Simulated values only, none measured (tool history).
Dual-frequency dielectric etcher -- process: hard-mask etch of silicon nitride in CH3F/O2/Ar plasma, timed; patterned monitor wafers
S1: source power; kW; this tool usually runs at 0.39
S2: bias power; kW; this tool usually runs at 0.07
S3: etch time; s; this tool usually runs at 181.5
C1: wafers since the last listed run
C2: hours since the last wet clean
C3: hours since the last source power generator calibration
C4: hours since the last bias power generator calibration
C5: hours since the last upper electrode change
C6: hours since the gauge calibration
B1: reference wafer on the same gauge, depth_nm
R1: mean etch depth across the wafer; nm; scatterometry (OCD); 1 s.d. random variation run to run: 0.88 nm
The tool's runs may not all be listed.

Run 1, hour 0: usual settings; C1 0; C2 321.6; C3 4178.8; C4 4533.3; C5 4088; C6 1167.8; B1 115.1. Result: R1 136.7 nm.
Run 2, hour 29.1: usual settings but S2 0.077 kW; C1 282; C2 350.7; C3 4207.9; C4 4562.4; C5 4117.1; C6 1196.9; B1 114.9. Result: R1 139.9 nm.
Run 3, hour 72.4: usual settings but S2 0.077 kW; C1 420; C2 394; C3 4251.2; C4 4605.7; C5 4160.4; C6 1240.2; B1 115.2. Result: R1 140.2 nm.
Run 4, hour 134.7: usual settings but S2 0.077 kW; C1 605; C2 456.3; C3 4313.5; C4 4668; C5 4222.7; C6 1302.5; B1 114.8. Result: R1 142.4 nm.
Run 5, hour 160.7: usual settings; C1 252; C2 482.3; C3 4339.5; C4 4694; C5 4248.7; C6 1328.5; B1 115.2. Result: R1 139.6 nm.
At hour 212.8: wet clean of the chamber.
At hour 214.8: upper electrode replaced.
Run 6, hour 228.7: usual settings; C1 408; C2 15.9; C3 4407.5; C4 4762; C5 13.9; C6 1396.5; B1 115.1. Result: R1 130.7 nm.
Run 7, hour 298.7: usual settings; C1 680; C2 85.9; C3 4477.5; C4 4832; C5 83.9; C6 1466.5; B1 114.8. Result: R1 130.6 nm.
Run 8, hour 326.3: usual settings; C1 268; C2 113.5; C3 4505.1; C4 4859.6; C5 111.5; C6 1494.1; B1 115.1. Result: R1 130.7 nm.
At hour 357.6: source power generator calibrated.
Run 9, hour 368.8: usual settings but S1 0.33 kW, S2 0.062 kW; C1 374; C2 156; C3 11.2; C4 4902.1; C5 154; C6 1536.6; B1 115.1. Result: R1 121.3 nm.
Run 10, hour 437.6: usual settings; C1 668; C2 224.8; C3 80; C4 4970.9; C5 222.8; C6 1605.4; B1 114.9. Result: R1 132.4 nm.
Run 11, hour 473.5: usual settings but S1 0.43 kW, S2 0.08 kW, S3 197 s; C1 349; C2 260.7; C3 115.9; C4 5006.8; C5 258.7; C6 1641.3; B1 114.9. Result: R1 154.3 nm.
Run 12, hour 526: usual settings; C1 510; C2 313.2; C3 168.4; C4 5059.3; C5 311.2; C6 1693.8; B1 114.7. Result: R1 133.7 nm.
Run 13, hour 566.3: usual settings but S1 0.48 kW, S2 0.055 kW, S3 197 s; C1 391; C2 353.5; C3 208.7; C4 5099.6; C5 351.5; C6 1734.1; B1 115.1. Result: R1 145.8 nm.
Run 14, hour 628.4: usual settings but S1 0.47 kW, S2 0.075 kW; C1 603; C2 415.6; C3 270.8; C4 5161.7; C5 413.6; C6 1796.2; B1 114.9. Result: R1 148.3 nm.
At hour 683.4: wet clean of the chamber.
Run 15, hour 683.9: usual settings; C1 306; C2 0.5; C3 326.3; C4 5217.2; C5 469.1; C6 1851.7; B1 114.7. Result: R1 130.7 nm.
Run 16, hour 708.8: usual settings but S1 0.45 kW, S2 0.062 kW; C1 242; C2 25.4; C3 351.2; C4 5242.1; C5 494; C6 1876.6; B1 115.1. Result: R1 131.9 nm.
At hour 716.6: gauge calibrated.
Run 17, hour 755.9: usual settings but S1 0.46 kW, S2 0.085 kW, S3 135.5 s; C1 457; C2 72.5; C3 398.3; C4 5289.2; C5 541.1; C6 39.3; B1 114.9. Result: R1 108.5 nm.
Run 18, hour 813.7: usual settings but S2 0.085 kW; C1 561; C2 130.3; C3 456.1; C4 5347; C5 598.9; C6 97.1; B1 115.1. Result: R1 139.4 nm.
At hour 836.9: bias power generator calibrated.
Run 19, hour 842.3: usual settings; C1 239; C2 158.9; C3 484.7; C4 5.4; C5 627.5; C6 125.7; B1 115.1. Result: R1 133.4 nm.
Run 20, hour 899.7: usual settings but S3 230 s; C1 558; C2 216.3; C3 542.1; C4 62.8; C5 684.9; C6 183.1; B1 115.1. Result: R1 170.2 nm.
Run 21, hour 943.2: usual settings but S1 0.49 kW, S2 0.075 kW, S3 130 s; C1 422; C2 259.8; C3 585.6; C4 106.3; C5 728.4; C6 226.6; B1 115. Result: R1 103.9 nm.
Run 22, hour 1005.1: usual settings but S1 0.3 kW, S3 136.5 s; C1 601; C2 321.7; C3 647.5; C4 168.2; C5 790.3; C6 288.5; B1 114.7. Result: R1 95.5 nm.
Run 23, hour 1064: usual settings but S1 0.44 kW; C1 572; C2 380.6; C3 706.4; C4 227.1; C5 849.2; C6 347.4; B1 115. Result: R1 140.2 nm.
Run 24, hour 1114.3: usual settings but S2 0.079 kW; C1 488; C2 430.9; C3 756.7; C4 277.4; C5 899.5; C6 397.7; B1 115.3. Result: R1 140.6 nm.
Run 25, hour 1140.8: usual settings but S1 0.42 kW, S2 0.064 kW, S3 229.5 s; C1 257; C2 457.4; C3 783.2; C4 303.9; C5 926; C6 424.2; B1 115. Result: R1 173.9 nm.
At hour 1180.6: wet clean of the chamber.
Run 26, hour 1212.1: usual settings but S1 0.45 kW, S3 201 s; C1 459; C2 31.5; C3 854.5; C4 375.2; C5 997.3; C6 495.5; B1 115.1. Result: R1 150.8 nm.
Run 27, hour 1271: usual settings but S1 0.44 kW, S3 220.5 s; C1 572; C2 90.4; C3 913.4; C4 434.1; C5 1056.2; C6 554.4; B1 114.9. Result: R1 166.2 nm.
Run 28, hour 1341.9: usual settings but S1 0.35 kW, S2 0.065 kW; C1 689; C2 161.3; C3 984.3; C4 505; C5 1127.1; C6 625.3; B1 114.9. Result: R1 127 nm.
Run 29, hour 1401.8: usual settings; C1 582; C2 221.2; C3 1044.2; C4 564.9; C5 1187; C6 685.2; B1 115.2. Result: R1 134.4 nm.

Consider 5 possible next runs. They are alternatives, not a sequence: every one starts from the tool as it was left by run 29. What does each give?
Run A, hour 1402.3: usual settings but S3 235 s; C1 4; C2 221.7; C3 1044.7; C4 565.4; C5 1187.5; C6 685.7; B1 ?. Result: R1 ?.
Run B, hour 1402.3: usual settings but S1 0.31 kW, S3 158 s; C1 4; C2 221.7; C3 1044.7; C4 565.4; C5 1187.5; C6 685.7; B1 ?. Result: R1 ?.
Run C, hour 1402.3: usual settings but S2 0.053 kW; C1 4; C2 221.7; C3 1044.7; C4 565.4; C5 1187.5; C6 685.7; B1 ?. Result: R1 ?.
Run D, hour 1402.3: usual settings but S3 167 s; C1 4; C2 221.7; C3 1044.7; C4 565.4; C5 1187.5; C6 685.7; B1 ?. Result: R1 ?.
Run E, hour 1402.3: usual settings but S2 0.054 kW, S3 228 s; C1 4; C2 221.7; C3 1044.7; C4 565.4; C5 1187.5; C6 685.7; B1 ?. Result: R1 ?.

run     B1     R1
  A  115.1  175.6
  B  115.1    111
  C  115.1  126.4
  D  115.1  124.8
  E  115.1  159.4
Without the tool's unlogged condition, the same runs would have read:
run     R1
  A  170.8
  B    108
  C    123
  D  121.4
  E  155.1
